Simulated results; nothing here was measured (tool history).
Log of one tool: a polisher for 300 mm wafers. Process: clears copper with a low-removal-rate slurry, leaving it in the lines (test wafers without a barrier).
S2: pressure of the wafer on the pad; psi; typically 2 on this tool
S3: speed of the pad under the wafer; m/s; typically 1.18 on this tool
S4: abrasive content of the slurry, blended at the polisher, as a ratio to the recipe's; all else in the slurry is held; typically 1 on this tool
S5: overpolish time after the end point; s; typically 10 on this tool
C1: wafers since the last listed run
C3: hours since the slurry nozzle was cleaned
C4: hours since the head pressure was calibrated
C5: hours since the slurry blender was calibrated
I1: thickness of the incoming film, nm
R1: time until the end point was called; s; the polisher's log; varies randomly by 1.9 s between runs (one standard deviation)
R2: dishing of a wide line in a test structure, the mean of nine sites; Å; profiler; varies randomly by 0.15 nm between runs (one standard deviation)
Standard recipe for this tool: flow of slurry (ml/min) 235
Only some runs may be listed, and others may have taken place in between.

run 1 hour=0 | flow_of_slurry_(ml/min)=235 S2=2 S3=1.18 S4=1 S5=10 | C1=0 wafers_polished_on_this_pad=909 C3=538.5 C4=178.1 C5=287.1 | I1=243.6 | R1=111.1 R2=142
-- hour=23.2 worn pad replaced by a new one
run 2 hour=31.8 | flow_of_slurry_(ml/min)=235 S2=2 S3=1.18 S4=1 S5=10 | C1=146 wafers_polished_on_this_pad=45 C3=570.3 C4=209.9 C5=318.9 | I1=243.2 | R1=107.3 R2=141
run 3 hour=59.7 | flow_of_slurry_(ml/min)=235 S2=2 S3=1.18 S4=1 S5=10 | C1=147 wafers_polished_on_this_pad=193 C3=598.2 C4=237.8 C5=346.8 | I1=243.2 | R1=104.9 R2=143
run 4 hour=90.7 | flow_of_slurry_(ml/min)=235 S2=2 S3=1.18 S4=1 S5=10 | C1=163 wafers_polished_on_this_pad=356 C3=629.2 C4=268.8 C5=377.8 | I1=239.5 | R1=104.8 R2=142
run 5 hour=105.9 | flow_of_slurry_(ml/min)=235 S2=2 S3=1.18 S4=1 S5=10 | C1=80 wafers_polished_on_this_pad=437 C3=644.4 C4=284 C5=393 | I1=242.1 | R1=106 R2=143
-- hour=119 slurry blender recalibrated
run 6 hour=137.8 | flow_of_slurry_(ml/min)=235 S2=2 S3=1.18 S4=1 S5=10 | C1=157 wafers_polished_on_this_pad=595 C3=676.3 C4=315.9 C5=18.8 | I1=241 | R1=107 R2=143
-- hour=146 head pressure recalibrated
run 7 hour=152.7 | flow_of_slurry_(ml/min)=235 S2=2 S3=1.18 S4=1 S5=10 | C1=68 wafers_polished_on_this_pad=663 C3=691.2 C4=6.7 C5=33.7 | I1=240.7 | R1=107.3 R2=141
run 8 hour=179.4 | flow_of_slurry_(ml/min)=235 S2=2 S3=1.18 S4=1 S5=10 | C1=141 wafers_polished_on_this_pad=804 C3=717.9 C4=33.4 C5=60.4 | I1=243.3 | R1=107.3 R2=141
run 9 hour=192.7 | flow_of_slurry_(ml/min)=235 S2=2 S3=1.18 S4=1 S5=10 | C1=70 wafers_polished_on_this_pad=874 C3=731.2 C4=46.7 C5=73.7 | I1=242.9 | R1=106.7 R2=140
-- hour=207.1 slurry nozzle cleaned
-- hour=217 worn pad replaced by a new one
run 10 hour=217.5 | flow_of_slurry_(ml/min)=235 S2=2 S3=1.18 S4=1 S5=7 | C1=104 wafers_polished_on_this_pad=2 C3=10.4 C4=71.5 C5=98.5 | I1=240.2 | R1=106.4 R2=103
run 11 hour=236.3 | flow_of_slurry_(ml/min)=235 S2=2 S3=1.18 S4=1 S5=7 | C1=99 wafers_polished_on_this_pad=101 C3=29.2 C4=90.3 C5=117.3 | I1=238.5 | R1=105.5 R2=104
run 12 hour=269.3 | flow_of_slurry_(ml/min)=235 S2=2 S3=1.18 S4=0.8 S5=10 | C1=174 wafers_polished_on_this_pad=276 C3=62.2 C4=123.3 C5=150.3 | I1=239.2 | R1=114.6 R2=135
run 13 hour=291.1 | flow_of_slurry_(ml/min)=215 S2=2 S3=1.18 S4=1.2 S5=10 | C1=115 wafers_polished_on_this_pad=391 C3=84 C4=145.1 C5=172.1 | I1=240.7 | R1=103.6 R2=146
run 14 hour=321.8 | flow_of_slurry_(ml/min)=215 S2=2 S3=1.18 S4=1.2 S5=10 | C1=162 wafers_polished_on_this_pad=553 C3=114.7 C4=175.8 C5=202.8 | I1=243.6 | R1=104.1 R2=146
run 15 hour=344.3 | flow_of_slurry_(ml/min)=235 S2=2 S3=1.18 S4=1 S5=10 | C1=118 wafers_polished_on_this_pad=672 C3=137.2 C4=198.3 C5=225.3 | I1=238.1 | R1=104.6 R2=141
run 16 hour=361.7 | flow_of_slurry_(ml/min)=235 S2=2 S3=1.18 S4=1 S5=10 | C1=91 wafers_polished_on_this_pad=764 C3=154.6 C4=215.7 C5=242.7 | I1=242.6 | R1=106.3 R2=143
run 17 hour=378.2 | flow_of_slurry_(ml/min)=200 S2=2.2 S3=0.96 S4=1.15 S5=10 | C1=87 wafers_polished_on_this_pad=851 C3=171.1 C4=232.2 C5=259.2 | I1=244.1 | R1=113 R2=137
run 18 hour=399.6 | flow_of_slurry_(ml/min)=235 S2=2 S3=1.18 S4=1 S5=15 | C1=113 wafers_polished_on_this_pad=964 C3=192.5 C4=253.6 C5=280.6 | I1=239.7 | R1=104.3 R2=196
run 19 hour=412.9 | flow_of_slurry_(ml/min)=235 S2=2 S3=1.18 S4=1 S5=10 | C1=70 wafers_polished_on_this_pad=1035 C3=205.8 C4=266.9 C5=293.9 | I1=239.7 | R1=104.5 R2=143
-- hour=426.3 worn pad replaced by a new one
run 20 hour=443.3 | flow_of_slurry_(ml/min)=235 S2=2 S3=1.18 S4=1.1 S5=4 | C1=139 wafers_polished_on_this_pad=89 C3=236.2 C4=297.3 C5=324.3 | I1=239.7 | R1=105.9 R2=65
-- hour=447.3 head pressure recalibrated
-- hour=473.8 slurry blender recalibrated
run 21 hour=478.7 | flow_of_slurry_(ml/min)=255 S2=2 S3=0.94 S4=1 S5=10 | C1=165 wafers_polished_on_this_pad=255 C3=271.6 C4=31.4 C5=4.9 | I1=243.3 | R1=129 R2=125
run 22 hour=503 | flow_of_slurry_(ml/min)=235 S2=2 S3=1.04 S4=0.7 S5=12 | C1=128 wafers_polished_on_this_pad=383 C3=295.9 C4=55.7 C5=29.2 | I1=238.3 | R1=127.4 R2=141
run 23 hour=523.1 | flow_of_slurry_(ml/min)=280 S2=2 S3=1.04 S4=1 S5=7 | C1=106 wafers_polished_on_this_pad=490 C3=316 C4=75.8 C5=49.3 | I1=238 | R1=116.2 R2=98
run 24 hour=556 | flow_of_slurry_(ml/min)=265 S2=1.3 S3=1.18 S4=0.8 S5=12 | C1=173 wafers_polished_on_this_pad=664 C3=348.9 C4=108.7 C5=82.2 | I1=239.2 | R1=175.1 R2=111
run 25 hour=575.1 | flow_of_slurry_(ml/min)=235 S2=2 S3=1.18 S4=1 S5=10 | C1=100 wafers_polished_on_this_pad=764 C3=368 C4=127.8 C5=101.3 | I1=241.5 | R1=109.3 R2=145
-- hour=609.2 worn pad replaced by a new one
run 26 hour=609.7 | flow_of_slurry_(ml/min)=235 S2=2 S3=1.6 S4=1 S5=14 | C1=161 wafers_polished_on_this_pad=2 C3=402.6 C4=162.4 C5=135.9 | I1=239.8 | R1=84.3 R2=222
run 27 hour=623.9 | flow_of_slurry_(ml/min)=235 S2=2.3 S3=1.18 S4=1 S5=10 | C1=75 wafers_polished_on_this_pad=77 C3=416.8 C4=176.6 C5=150.1 | I1=237.6 | R1=89.4 R2=160
run 28 hour=650.1 | flow_of_slurry_(ml/min)=235 S2=2 S3=1.18 S4=1 S5=10 | C1=138 wafers_polished_on_this_pad=216 C3=443 C4=202.8 C5=176.3 | I1=235.2 | R1=103.7 R2=141

Alternative continuations, all from the tool just after run 28; predict every row:
run A hour=650.6 | flow_of_slurry_(ml/min)=235 S2=2.5 S3=1.18 S4=1 S5=10 | C1=2 wafers_polished_on_this_pad=218 C3=443.5 C4=203.3 C5=176.8 | I1=236.2 | R1=? R2=?
run B hour=650.6 | flow_of_slurry_(ml/min)=235 S2=2.4 S3=1.18 S4=1 S5=8 | C1=2 wafers_polished_on_this_pad=218 C3=443.5 C4=203.3 C5=176.8 | I1=236.2 | R1=? R2=?
run C hour=650.6 | flow_of_slurry_(ml/min)=235 S2=1.6 S3=1.18 S4=1 S5=4 | C1=2 wafers_polished_on_this_pad=218 C3=443.5 C4=203.3 C5=176.8 | I1=236.2 | R1=? R2=?
run D hour=650.6 | flow_of_slurry_(ml/min)=235 S2=1.7 S3=1.5 S4=0.8 S5=5 | C1=2 wafers_polished_on_this_pad=218 C3=443.5 C4=203.3 C5=176.8 | I1=236.2 | R1=? R2=?

run=A R1=84 R2=171
run=B R1=87.5 R2=137
run=C R1=131.2 R2=51
run=D R1=109.2 R2=74
What these runs would have given with no unlogged condition in the tool:
run=A R1=84 R2=171
run=B R1=87.5 R2=137
run=C R1=131.2 R2=51
run=D R1=109.2 R2=74
